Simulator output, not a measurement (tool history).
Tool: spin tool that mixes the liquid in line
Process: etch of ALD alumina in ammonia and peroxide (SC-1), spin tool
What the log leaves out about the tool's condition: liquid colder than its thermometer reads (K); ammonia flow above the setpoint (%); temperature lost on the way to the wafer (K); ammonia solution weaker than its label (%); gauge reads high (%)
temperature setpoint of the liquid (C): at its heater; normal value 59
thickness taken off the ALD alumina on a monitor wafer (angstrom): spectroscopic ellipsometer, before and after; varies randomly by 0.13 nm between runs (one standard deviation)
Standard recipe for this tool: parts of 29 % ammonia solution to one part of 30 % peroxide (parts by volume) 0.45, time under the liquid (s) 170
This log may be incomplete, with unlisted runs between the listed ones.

| run | hour | temperature setpoint of the liquid (C) | parts of 29 % ammonia solution to one part of 30 % peroxide (parts by volume) | time under the liquid (s) | wafers since the last listed run | hours since the thermometer was replaced | hours since the ammonia flow meter was replaced | hours since the heated supply line was repaired | hours since the drum of ammonia solution was connected | hours since the gauge calibration | read-back film thickness of the ALD alumina reference wafer, read on the same gauge (nm) | thickness taken off the ALD alumina on a monitor wafer (angstrom) |
|---|---|---|---|---|---|---|---|---|---|---|---|---|
| 1 | 0 | 59 | 0.45 | 100 | 0 | 29.6 | 525.9 | 1867.2 | 622 | 1064.6 | 59.96 | 107.3 |
| 2 | 76.4 | 59 | 0.45 | 100 | 647 | 106 | 602.3 | 1943.6 | 698.4 | 1141 | 60.04 | 108.8 |
| 3 | 155.1 | 59 | 0.45 | 170 | 666 | 184.7 | 681 | 2022.3 | 777.1 | 1219.7 | 60 | 184.8 |
| 4 | 249.9 | 59 | 0.45 | 170 | 802 | 279.5 | 775.8 | 2117.1 | 871.9 | 1314.5 | 59.98 | 182.7 |
| 5 | 330.8 | 59 | 0.45 | 170 | 685 | 360.4 | 856.7 | 2198 | 952.8 | 1395.4 | 60 | 181.5 |
| 6 | 368.2 | 59 | 0.45 | 170 | 316 | 397.8 | 894.1 | 2235.4 | 990.2 | 1432.8 | 60.02 | 183.7 |
|  | 379.8 | new drum of ammonia solution connected |
| 7 | 474.4 | 59 | 0.45 | 170 | 890 | 504 | 1000.3 | 2341.6 | 94.6 | 1539 | 60 | 180.5 |
| 8 | 518.7 | 59 | 0.45 | 125 | 375 | 548.3 | 1044.6 | 2385.9 | 138.9 | 1583.3 | 60.05 | 131.7 |
|  | 572.2 | gauge calibrated |
| 9 | 625.7 | 53 | 0.3 | 130 | 906 | 655.3 | 1151.6 | 2492.9 | 245.9 | 53.5 | 60.03 | 95.1 |
|  | 632.9 | ammonia flow meter replaced |
| 10 | 708 | 52.5 | 0.25 | 105 | 688 | 737.6 | 75.1 | 2575.2 | 328.2 | 135.8 | 59.96 | 74.2 |
|  | 753.2 | heated supply line repaired |
| 11 | 775.3 | 62.5 | 0.45 | 210 | 561 | 804.9 | 142.4 | 22.1 | 395.5 | 203.1 | 59.95 | 274.7 |
| 12 | 837.6 | 59 | 0.45 | 170 | 527 | 867.2 | 204.7 | 84.4 | 457.8 | 265.4 | 60.01 | 187.3 |
| 13 | 877.1 | 59 | 0.6 | 145 | 334 | 906.7 | 244.2 | 123.9 | 497.3 | 304.9 | 60.02 | 163.2 |
| 14 | 938.3 | 68 | 0.45 | 215 | 518 | 967.9 | 305.4 | 185.1 | 558.5 | 366.1 | 60 | 371.3 |
| 15 | 1014.7 | 68 | 0.55 | 120 | 647 | 1044.3 | 381.8 | 261.5 | 634.9 | 442.5 | 60.04 | 209.4 |
| 16 | 1079 | 54.5 | 0.45 | 170 | 544 | 1108.6 | 446.1 | 325.8 | 699.2 | 506.8 | 60 | 144.7 |
| 17 | 1130 | 55 | 0.55 | 210 | 431 | 1159.6 | 497.1 | 376.8 | 750.2 | 557.8 | 59.98 | 186.6 |
| 18 | 1229.7 | 64.5 | 0.6 | 115 | 844 | 1259.3 | 596.8 | 476.5 | 849.9 | 657.5 | 59.99 | 167.2 |
| 19 | 1270.8 | 59 | 0.45 | 170 | 348 | 1300.4 | 637.9 | 517.6 | 891 | 698.6 | 59.99 | 181.5 |
| 20 | 1386.6 | 59 | 0.55 | 245 | 980 | 1416.2 | 753.7 | 633.4 | 1006.8 | 814.4 | 60.06 | 265.5 |
|  | 1401.6 | new drum of ammonia solution connected |
| 21 | 1491.8 | 59 | 0.6 | 215 | 882 | 1521.4 | 858.9 | 738.6 | 90.2 | 919.6 | 60.03 | 231.2 |
| 22 | 1541.4 | 59 | 0.45 | 170 | 420 | 1571 | 908.5 | 788.2 | 139.8 | 969.2 | 60 | 180.5 |
| 23 | 1618.8 | 59 | 0.25 | 140 | 655 | 1648.4 | 985.9 | 865.6 | 217.2 | 1046.6 | 59.95 | 138.9 |

Expected results for the next run?
|  | 1687.4 | thermometer replaced |
| 24 | 1724 | 59 | 0.45 | 170 | 882 | 36.6 | 1091.1 | 970.8 | 322.4 | 1151.8 | ? | ? |

{"run 24": {"read-back film thickness of the ALD alumina reference wafer, read on the same gauge (nm)": 60.03, "thickness taken off the ALD alumina on a monitor wafer (angstrom)": 188.6}}
Without the tool's hidden state the same run would have given thickness taken off the ALD alumina on a monitor wafer (angstrom) 192.1.
